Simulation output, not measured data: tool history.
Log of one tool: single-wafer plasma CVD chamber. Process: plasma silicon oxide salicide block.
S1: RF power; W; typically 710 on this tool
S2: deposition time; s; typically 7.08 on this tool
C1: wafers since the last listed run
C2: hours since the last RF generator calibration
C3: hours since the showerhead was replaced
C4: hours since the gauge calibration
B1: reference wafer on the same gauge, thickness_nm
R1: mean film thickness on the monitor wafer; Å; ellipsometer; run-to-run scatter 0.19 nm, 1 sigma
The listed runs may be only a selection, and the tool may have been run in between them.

| run | day | S1 | S2 | C1 | C2 | C3 | C4 | B1 | R1 |
|---|---|---|---|---|---|---|---|---|---|
| 1 | 0 | 710 | 7.08 | 0 | 395.5 | 4092 | 444.2 | 70.815 | 747.43 |
| 2 | 1.321 | 710 | 7.08 | 572 | 427.2 | 4123.7 | 475.9 | 70.821 | 743.45 |
| 3 | 2.792 | 710 | 7.08 | 637 | 462.5 | 4159 | 511.2 | 70.749 | 744.75 |
| 4 | 3.904 | 710 | 7.08 | 481 | 489.2 | 4185.7 | 537.9 | 70.758 | 743.92 |
| 5 | 5.038 | 710 | 7.08 | 490 | 516.4 | 4212.9 | 565.1 | 70.852 | 744.59 |
| 6 | 6.492 | 710 | 6.79 | 629 | 551.3 | 4247.8 | 600 | 70.791 | 715.24 |
| 7 | 7.225 | 710 | 6.79 | 317 | 568.9 | 4265.4 | 617.6 | 70.776 | 713.78 |
| 8 | 8.321 | 710 | 6.79 | 474 | 595.2 | 4291.7 | 643.9 | 70.783 | 711.83 |
| 9 | 8.875 | 760 | 7.48 | 240 | 608.5 | 4305 | 657.2 | 70.766 | 800.3 |
| 10 | 9.467 | 760 | 7.48 | 256 | 622.7 | 4319.2 | 671.4 | 70.775 | 795.78 |
| 11 | 10.133 | 760 | 7.48 | 288 | 638.7 | 4335.2 | 687.4 | 70.787 | 796.46 |
| 12 | 11.179 | 710 | 7.08 | 453 | 663.8 | 4360.3 | 712.5 | 70.799 | 742.2 |
| 13 | 12.504 | 710 | 7.08 | 573 | 695.6 | 4392.1 | 744.3 | 70.786 | 744.05 |
| 14 | 13.721 | 710 | 7.08 | 527 | 724.8 | 4421.3 | 773.5 | 70.77 | 739.76 |
|  | 14.838 | gauge calibrated |
| 15 | 15.154 | 595 | 7.08 | 620 | 759.2 | 4455.7 | 7.6 | 70.828 | 706.48 |
| 16 | 16.146 | 595 | 7.08 | 429 | 783 | 4479.5 | 31.4 | 70.764 | 703.68 |
| 17 | 17.625 | 710 | 7.08 | 640 | 818.5 | 4515 | 66.9 | 70.785 | 741.63 |
|  | 19.179 | showerhead replaced |
| 18 | 19.2 | 710 | 7.08 | 537 | 856.3 | 0.5 | 104.7 | 70.757 | 740.76 |
| 19 | 20.262 | 710 | 7.08 | 460 | 881.8 | 26 | 130.2 | 70.768 | 737.98 |
| 20 | 22.208 | 710 | 7.08 | 842 | 928.5 | 72.7 | 176.9 | 70.837 | 736.94 |
| 21 | 23.433 | 840 | 6.03 | 530 | 957.9 | 102.1 | 206.3 | 70.845 | 655.44 |
| 22 | 24.721 | 790 | 8.43 | 557 | 988.8 | 133 | 237.2 | 70.835 | 902.95 |
| 23 | 25.546 | 710 | 7.08 | 357 | 1008.6 | 152.8 | 257 | 70.848 | 737.74 |
|  | 25.925 | RF generator calibrated |
| 24 | 26.583 | 580 | 7.08 | 305 | 15.8 | 177.7 | 281.9 | 70.846 | 687.88 |
| 25 | 27.892 | 710 | 7.08 | 566 | 47.2 | 209.1 | 313.3 | 70.837 | 724.49 |
| 26 | 29.308 | 750 | 6.05 | 613 | 81.2 | 243.1 | 347.3 | 70.804 | 630.33 |
| 27 | 29.896 | 640 | 8.47 | 254 | 95.3 | 257.2 | 361.4 | 70.908 | 844.65 |
| 28 | 30.712 | 800 | 8.04 | 353 | 114.9 | 276.8 | 381 | 70.835 | 848.07 |
|  | 33.192 | RF generator calibrated, repeated, since the last time left the tool worse |
| 29 | 34.758 | 710 | 7.08 | 1608 | 37.6 | 373.9 | 478.1 | 70.754 | 747.08 |
| 30 | 35.471 | 710 | 7.08 | 308 | 54.7 | 391 | 495.2 | 70.809 | 744.52 |
| 31 | 36.779 | 710 | 7.08 | 566 | 86.1 | 422.4 | 526.6 | 70.83 | 741.6 |
| 32 | 37.658 | 815 | 7.44 | 380 | 107.2 | 443.5 | 547.7 | 70.848 | 812.77 |
| 33 | 39.088 | 810 | 8 | 619 | 141.5 | 477.8 | 582 | 70.794 | 875.74 |
| 34 | 39.738 | 815 | 7.44 | 281 | 157.1 | 493.4 | 597.6 | 70.81 | 813.52 |
| 35 | 40.879 | 790 | 7.68 | 494 | 184.5 | 520.8 | 625 | 70.785 | 826 |
| 36 | 41.425 | 755 | 6.09 | 236 | 197.6 | 533.9 | 638.1 | 70.793 | 649.79 |
| 37 | 42.529 | 800 | 8.04 | 478 | 224.1 | 560.4 | 664.6 | 70.754 | 871.77 |
| 38 | 43.338 | 650 | 7.5 | 350 | 243.5 | 579.8 | 684 | 70.736 | 769.06 |
| 39 | 44.188 | 665 | 6.63 | 368 | 263.9 | 600.2 | 704.4 | 70.85 | 682.3 |
| 40 | 44.958 | 645 | 7.45 | 333 | 282.4 | 618.7 | 722.9 | 70.794 | 765.85 |

State the hidden condition of the tool at each of the runs:
gauge reads high (%): 0 on each run
H1: delivered RF power above the setpoint (%)
| run | H1 |
|---|---|
| 1 | -1.45 |
| 2 | -1.57 |
| 3 | -1.71 |
| 4 | -1.83 |
| 5 | -1.96 |
| 6 | -2.13 |
| 7 | -2.22 |
| 8 | -2.37 |
| 9 | -2.44 |
| 10 | -2.52 |
| 11 | -2.62 |
| 12 | -2.77 |
| 13 | -2.97 |
| 14 | -3.16 |
| 15 | -3.4 |
| 16 | -3.57 |
| 17 | -3.83 |
| 18 | -4.13 |
| 19 | -4.33 |
| 20 | -4.73 |
| 21 | -4.99 |
| 22 | -5.26 |
| 23 | -5.45 |
| 24 | -10.3 |
| 25 | -10.3 |
| 26 | -10.3 |
| 27 | -10.3 |
| 28 | -10.3 |
| 29 | -1.52 |
| 30 | -1.52 |
| 31 | -1.55 |
| 32 | -1.56 |
| 33 | -1.6 |
| 34 | -1.63 |
| 35 | -1.67 |
| 36 | -1.69 |
| 37 | -1.74 |
| 38 | -1.79 |
| 39 | -1.83 |
| 40 | -1.88 |

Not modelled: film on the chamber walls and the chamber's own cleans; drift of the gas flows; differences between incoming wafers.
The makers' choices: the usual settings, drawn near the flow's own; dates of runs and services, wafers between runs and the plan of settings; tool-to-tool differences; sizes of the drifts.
